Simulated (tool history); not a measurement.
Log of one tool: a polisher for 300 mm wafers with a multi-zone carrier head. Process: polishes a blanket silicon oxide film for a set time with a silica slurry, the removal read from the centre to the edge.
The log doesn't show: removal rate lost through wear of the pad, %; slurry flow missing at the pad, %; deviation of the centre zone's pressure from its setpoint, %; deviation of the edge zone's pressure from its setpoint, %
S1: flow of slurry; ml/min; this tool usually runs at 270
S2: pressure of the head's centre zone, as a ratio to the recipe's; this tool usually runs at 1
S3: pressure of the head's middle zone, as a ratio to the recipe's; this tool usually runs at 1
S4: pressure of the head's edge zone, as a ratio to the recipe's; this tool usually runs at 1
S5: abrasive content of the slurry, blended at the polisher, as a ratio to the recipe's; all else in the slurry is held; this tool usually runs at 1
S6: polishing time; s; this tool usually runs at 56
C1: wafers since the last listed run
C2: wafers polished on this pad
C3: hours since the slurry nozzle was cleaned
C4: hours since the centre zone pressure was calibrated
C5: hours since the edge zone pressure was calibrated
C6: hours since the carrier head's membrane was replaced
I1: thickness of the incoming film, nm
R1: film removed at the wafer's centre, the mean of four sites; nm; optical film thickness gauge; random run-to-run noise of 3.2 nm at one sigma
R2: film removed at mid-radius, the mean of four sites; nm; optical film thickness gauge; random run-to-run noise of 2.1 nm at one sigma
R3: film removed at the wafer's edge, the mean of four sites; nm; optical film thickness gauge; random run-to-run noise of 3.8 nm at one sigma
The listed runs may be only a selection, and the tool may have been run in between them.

{"run": 1, "hour": 0.0, "S1": 270, "S2": 1, "S3": 1, "S4": 1, "S5": 1, "S6": 56, "C1": 0, "C2": 727, "C3": 450.5, "C4": 1312.3, "C5": 454.4, "C6": 440.3, "I1": 788.7, "R1": 292.1, "R2": 288.9, "R3": 294.4}
{"run": 2, "hour": 67.0, "S1": 270, "S2": 1, "S3": 1, "S4": 1, "S5": 1, "S6": 56, "C1": 740, "C2": 1468, "C3": 517.5, "C4": 1379.3, "C5": 521.4, "C6": 507.3, "I1": 784.3, "R1": 296.9, "R2": 288.8, "R3": 302}
{"run": 3, "hour": 133.9, "S1": 270, "S2": 1, "S3": 0.93, "S4": 1, "S5": 1, "S6": 56, "C1": 739, "C2": 2207, "C3": 584.4, "C4": 1446.2, "C5": 588.3, "C6": 574.2, "I1": 797.2, "R1": 293.6, "R2": 268.1, "R3": 291}
{"hour": 159.5, "done": "carrier head's membrane replaced by a new one"}
{"hour": 223.6, "done": "edge zone pressure recalibrated"}
{"hour": 242.2, "done": "centre zone pressure recalibrated"}
{"hour": 393.1, "done": "slurry nozzle cleaned"}
{"run": 4, "hour": 440.4, "S1": 270, "S2": 1, "S3": 0.93, "S4": 1, "S5": 1, "S6": 56, "C1": 3277, "C2": 5485, "C3": 47.3, "C4": 198.2, "C5": 216.8, "C6": 280.9, "I1": 780.3, "R1": 264.6, "R2": 243, "R3": 262.9}
{"hour": 448.2, "done": "worn pad replaced by a new one"}
{"run": 5, "hour": 635.4, "S1": 270, "S2": 1, "S3": 1, "S4": 0.94, "S5": 1.1, "S6": 56, "C1": 2111, "C2": 2069, "C3": 242.3, "C4": 393.2, "C5": 411.8, "C6": 475.9, "I1": 795.1, "R1": 304.3, "R2": 294, "R3": 292.8}
{"hour": 680.1, "done": "carrier head's membrane replaced by a new one"}
{"run": 6, "hour": 697.0, "S1": 270, "S2": 1.06, "S3": 1.03, "S4": 0.9, "S5": 0.9, "S6": 56, "C1": 625, "C2": 2695, "C3": 303.9, "C4": 454.8, "C5": 473.4, "C6": 16.9, "I1": 778.2, "R1": 293.9, "R2": 272.6, "R3": 259.8}
{"hour": 726.7, "done": "edge zone pressure recalibrated"}
{"run": 7, "hour": 784.5, "S1": 320, "S2": 0.92, "S3": 0.92, "S4": 1, "S5": 1, "S6": 56, "C1": 945, "C2": 3640, "C3": 391.4, "C4": 542.3, "C5": 57.8, "C6": 104.4, "I1": 778, "R1": 267.4, "R2": 265.8, "R3": 284.9}
{"run": 8, "hour": 870.0, "S1": 245, "S2": 0.95, "S3": 1.11, "S4": 1, "S5": 1, "S6": 76, "C1": 945, "C2": 4585, "C3": 476.9, "C4": 627.8, "C5": 143.3, "C6": 189.9, "I1": 788.4, "R1": 350.3, "R2": 380.9, "R3": 359}
{"run": 9, "hour": 941.0, "S1": 270, "S2": 1.03, "S3": 1, "S4": 1, "S5": 1, "S6": 56, "C1": 784, "C2": 5370, "C3": 547.9, "C4": 698.8, "C5": 214.3, "C6": 260.9, "I1": 775.1, "R1": 276.5, "R2": 256.6, "R3": 261.7}
{"run": 10, "hour": 986.4, "S1": 270, "S2": 1, "S3": 1, "S4": 1, "S5": 1, "S6": 38, "C1": 501, "C2": 5872, "C3": 593.3, "C4": 744.2, "C5": 259.7, "C6": 306.3, "I1": 788.4, "R1": 175, "R2": 169.6, "R3": 174.2}
{"run": 11, "hour": 1063.0, "S1": 270, "S2": 1, "S3": 1.09, "S4": 1, "S5": 1, "S6": 50, "C1": 846, "C2": 6719, "C3": 669.9, "C4": 820.8, "C5": 336.3, "C6": 382.9, "I1": 784.8, "R1": 224.1, "R2": 226.3, "R3": 222.1}
{"hour": 1076.6, "done": "worn pad replaced by a new one"}
{"run": 12, "hour": 1169.6, "S1": 270, "S2": 1, "S3": 1, "S4": 1, "S5": 1, "S6": 56, "C1": 1134, "C2": 1027, "C3": 776.5, "C4": 927.4, "C5": 442.9, "C6": 489.5, "I1": 796.6, "R1": 303.3, "R2": 286.4, "R3": 294.3}
{"hour": 1215.5, "done": "carrier head's membrane replaced by a new one"}
{"run": 13, "hour": 1225.0, "S1": 270, "S2": 1, "S3": 1, "S4": 1, "S5": 0.7, "S6": 65, "C1": 557, "C2": 1585, "C3": 831.9, "C4": 982.8, "C5": 498.3, "C6": 9.5, "I1": 780.3, "R1": 292.7, "R2": 277.8, "R3": 287.2}
{"hour": 1300.8, "done": "edge zone pressure recalibrated"}
{"hour": 1307.5, "done": "slurry nozzle cleaned"}
{"hour": 1459.5, "done": "centre zone pressure recalibrated"}
{"run": 14, "hour": 1460.0, "S1": 270, "S2": 1.08, "S3": 1, "S4": 1, "S5": 1.15, "S6": 56, "C1": 2542, "C2": 4127, "C3": 152.5, "C4": 0.5, "C5": 159.2, "C6": 244.5, "I1": 791.2, "R1": 319.8, "R2": 278.9, "R3": 294.4}
{"hour": 1561.1, "done": "worn pad replaced by a new one"}
{"run": 15, "hour": 1565.5, "S1": 270, "S2": 1, "S3": 1, "S4": 1, "S5": 1, "S6": 62, "C1": 1122, "C2": 48, "C3": 258, "C4": 106, "C5": 264.7, "C6": 350, "I1": 802.8, "R1": 329.4, "R2": 310.3, "R3": 315.8}
{"run": 16, "hour": 1662.8, "S1": 320, "S2": 0.97, "S3": 1, "S4": 1.08, "S5": 1, "S6": 69, "C1": 1075, "C2": 1123, "C3": 355.3, "C4": 203.3, "C5": 362, "C6": 447.3, "I1": 797.7, "R1": 352.8, "R2": 357.6, "R3": 368.7}
{"run": 17, "hour": 1723.1, "S1": 270, "S2": 1, "S3": 1, "S4": 1, "S5": 1, "S6": 56, "C1": 666, "C2": 1790, "C3": 415.6, "C4": 263.6, "C5": 422.3, "C6": 507.6, "I1": 785.9, "R1": 288.2, "R2": 277.9, "R3": 290.8}
{"hour": 1828.1, "done": "carrier head's membrane replaced by a new one"}
{"run": 18, "hour": 1828.6, "S1": 270, "S2": 1.06, "S3": 1.07, "S4": 1, "S5": 1.1, "S6": 56, "C1": 1110, "C2": 2901, "C3": 521.1, "C4": 369.1, "C5": 527.8, "C6": 0.5, "I1": 793.6, "R1": 305.8, "R2": 298.2, "R3": 298.1}
{"run": 19, "hour": 1921.6, "S1": 270, "S2": 1, "S3": 1, "S4": 1, "S5": 1.1, "S6": 39, "C1": 1028, "C2": 3929, "C3": 614.1, "C4": 462.1, "C5": 620.8, "C6": 93.5, "I1": 797.3, "R1": 198.2, "R2": 193.1, "R3": 197.8}
{"hour": 1975.3, "done": "edge zone pressure recalibrated"}
{"run": 20, "hour": 2002.2, "S1": 270, "S2": 1, "S3": 1, "S4": 1, "S5": 1, "S6": 56, "C1": 868, "C2": 4798, "C3": 694.7, "C4": 542.7, "C5": 26.9, "C6": 174.1, "I1": 780.8, "R1": 269.5, "R2": 255.8, "R3": 259.5}

Run 21 is up next; what results do you expect?
{"run": 21, "hour": 2059.2, "S1": 190, "S2": 1, "S3": 1, "S4": 1.11, "S5": 1, "S6": 56, "C1": 630, "C2": 5428, "C3": 751.7, "C4": 599.7, "C5": 83.9, "C6": 231.1, "I1": 787.6, "R1": "?", "R2": "?", "R3": "?"}

R1: 243.7 nm
R2: 236.2 nm
R3: 265.3 nm
With no hidden state in the tool, this same run would have given R1 281 nm, R2 272.4 nm, R3 306 nm.
